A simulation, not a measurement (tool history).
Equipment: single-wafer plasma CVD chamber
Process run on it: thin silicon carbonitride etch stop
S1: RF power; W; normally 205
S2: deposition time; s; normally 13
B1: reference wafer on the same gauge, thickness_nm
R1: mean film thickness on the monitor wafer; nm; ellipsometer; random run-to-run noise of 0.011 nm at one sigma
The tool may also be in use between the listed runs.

run    hour   S1    S2     B1     R1
  1       0  205  13.6  6.312  7.607
  2    49.5  205    13  6.311  7.253
  3   119.9  205    13  6.306  7.278
  4   174.9  205    13  6.308  7.261
  5   222.1  220    13  6.307   7.44
  6   254.7  220    13  6.307  7.431
  7   325.2  215    13  6.312  7.357
  8   387.4  225  14.5  6.312  8.344
  9     430  225  14.5   6.31  8.323
 10   495.7  225  14.5  6.311  8.352
 11   667.6  205    13   6.31  7.256
 12   729.9  205    13  6.311   7.23
      757.7  -- gauge calibrated
 13   801.2  230  14.7  6.315  8.482
 14   853.4  230  14.7  6.312  8.497
      861.9  -- showerhead replaced
 15   903.8  230  14.7  6.308  8.491
 16   961.4  205    13  6.309  7.234
 17     997  205    13  6.309  7.228
 18  1046.1  245  11.3   6.31  6.677
     1075.6  -- thermocouple changed; heater temperature recalibrated
 19  1093.1  205  12.2  6.307  6.775
 20    1163  205  12.1  6.313  6.692
 21  1208.4  165  12.3  6.313  6.346
 22  1244.1  225  10.8  6.311  6.192
     1320.2  -- RF generator calibrated
 23  1320.7  190  14.3  6.309  7.794
 24  1376.5  225  12.3  6.309  7.119
 25  1401.1  180  15.3  6.311   8.18
 26  1429.6  205  14.5  6.313  8.126
 27  1476.1  225  11.9  6.311  6.863
 28  1533.9  205    13  6.306  7.284
 29  1570.9  175    13  6.312  6.883
 30  1616.2  205  10.5  6.312  5.885
 31  1667.5  215  14.9  6.311  8.465
 32  1692.8  225  14.5  6.311  8.356
 33  1728.8  205    13  6.305  7.258
 34    1779  235  10.6  6.312  6.186

Branching from run 34: 4 alternative next runs. What would each branch give?
  A  1779.4  205    13   ?   ?
  B  1779.4  180  14.2   ?   ?
  C  1779.4  165    14   ?   ?
  D  1779.4  175  14.5   ?   ?

run     B1     R1
  A  6.314   7.27
  B  6.314  7.599
  C  6.314  7.272
  D  6.314  7.685
Stripped of hidden state, with their random variation kept, the same runs would have yielded:
run     R1
  A  7.292
  B  7.623
  C  7.294
  D  7.709
